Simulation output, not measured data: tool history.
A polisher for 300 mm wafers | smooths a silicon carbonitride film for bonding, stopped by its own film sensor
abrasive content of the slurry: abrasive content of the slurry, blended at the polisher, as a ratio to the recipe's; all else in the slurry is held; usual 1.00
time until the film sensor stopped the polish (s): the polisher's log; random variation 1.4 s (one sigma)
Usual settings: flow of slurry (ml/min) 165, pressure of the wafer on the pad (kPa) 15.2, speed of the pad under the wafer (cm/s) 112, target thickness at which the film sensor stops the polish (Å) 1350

run    hour  flow of slurry (ml/min)  pressure of the wafer on the pad (kPa)  speed of the pad under the wafer (cm/s)  abrasive content of the slurry  target thickness at which the film sensor stops the polish (Å)  incoming thickness of the incoming film, nm  time until the film sensor stopped the polish (s)
  1     0.0                      165                                    15.2                                      112                            0.80                                                            1350                                        161.2                                               94.9
  2    83.4                      165                                    15.2                                      112                            0.80                                                            1350                                        161.0                                               93.1
  3   128.7                      165                                    15.2                                      112                            1.00                                                            1350                                        160.2                                               81.4
      148.1  -- head pressure recalibrated
  4   180.9                      165                                    15.2                                      112                            1.00                                                            1350                                        161.7                                               86.2
      218.7  -- slurry nozzle cleaned
  5   220.6                      165                                    15.2                                      112                            0.85                                                            1410                                        156.5                                               54.6
  6   297.8                      155                                    15.2                                      112                            1.00                                                            1350                                        159.6                                               86.4
      302.1  -- slurry blender recalibrated
      307.9  -- worn pad replaced by a new one
  7   334.2                      155                                    15.2                                      112                            1.00                                                            1350                                        163.2                                              104.8
  8   390.2                      165                                    15.2                                      112                            1.00                                                            1350                                        161.2                                               94.8
  9   479.0                      165                                    15.2                                      112                            1.00                                                            1350                                        159.9                                               93.9
 10   541.8                      165                                    18.6                                      112                            1.00                                                            1350                                        162.9                                               85.0
      566.3  -- worn pad replaced by a new one, repeated, since the last time left the tool worse
      586.4  -- slurry nozzle cleaned
 11   646.0                      165                                    18.6                                      112                            1.00                                                            1350                                        159.9                                               67.0
      686.3  -- slurry blender recalibrated
 12   706.9                      165                                    18.6                                      112                            1.00                                                            1350                                        161.5                                               70.1
 13   813.2                      165                                    15.2                                      112                            1.00                                                            1350                                        160.2                                               86.2
      862.5  -- worn pad replaced by a new one
 14   877.7                      165                                    15.2                                      112                            1.00                                                            1350                                        159.3                                               77.7
      913.3  -- head pressure recalibrated
      921.0  -- slurry nozzle cleaned
 15   968.3                      165                                    15.2                                      112                            1.00                                                            1350                                        157.9                                               73.5
 16  1033.0                      200                                    15.2                                      112                            1.00                                                            1350                                        159.7                                               79.1
     1069.8  -- slurry blender recalibrated
 17  1133.7                      215                                    20.0                                       88                            1.00                                                            1350                                        160.1                                               68.0
 18  1177.7                      165                                    13.1                                      138                            1.00                                                            1410                                        160.3                                               69.8
     1230.8  -- worn pad replaced by a new one
     1249.0  -- slurry nozzle cleaned
 19  1266.1                      195                                    15.2                                      112                            1.00                                                            1350                                        162.0                                               81.7
 20  1335.9                      165                                     9.7                                      112                            1.00                                                            1320                                        161.6                                              151.4
 21  1373.0                      165                                    15.2                                      112                            1.00                                                            1350                                        157.5                                               71.7
     1388.8  -- slurry blender recalibrated
 22  1453.6                      165                                    15.2                                      112                            1.00                                                            1300                                        161.2                                              104.4
 23  1491.7                      165                                    18.6                                      100                            0.85                                                            1440                                        160.2                                               48.4
     1580.6  -- worn pad replaced by a new one
 24  1581.5                      165                                    15.2                                      112                            1.00                                                            1350                                        161.8                                               83.9
     1621.0  -- slurry nozzle cleaned
 25  1667.5                      210                                    15.2                                      112                            1.00                                                            1300                                        157.9                                               86.7

3 ways to go on from here, each from the tool as it stands after run 25. What would each give?
  A  1667.9                      165                                    20.0                                      112                            1.00                                                            1350                                        161.1                                                  ?
  B  1667.9                      130                                    13.1                                      112                            1.00                                                            1350                                        161.1                                                  ?
  C  1667.9                      165                                    15.2                                      112                            0.75                                                            1350                                        161.1                                                  ?

run  time until the film sensor stopped the polish (s)
  A                                               65.4
  B                                              104.8
  C                                               97.9
Without the tool's hidden state the same runs would have given:
run  time until the film sensor stopped the polish (s)
  A                                               64.7
  B                                              103.5
  C                                               96.7

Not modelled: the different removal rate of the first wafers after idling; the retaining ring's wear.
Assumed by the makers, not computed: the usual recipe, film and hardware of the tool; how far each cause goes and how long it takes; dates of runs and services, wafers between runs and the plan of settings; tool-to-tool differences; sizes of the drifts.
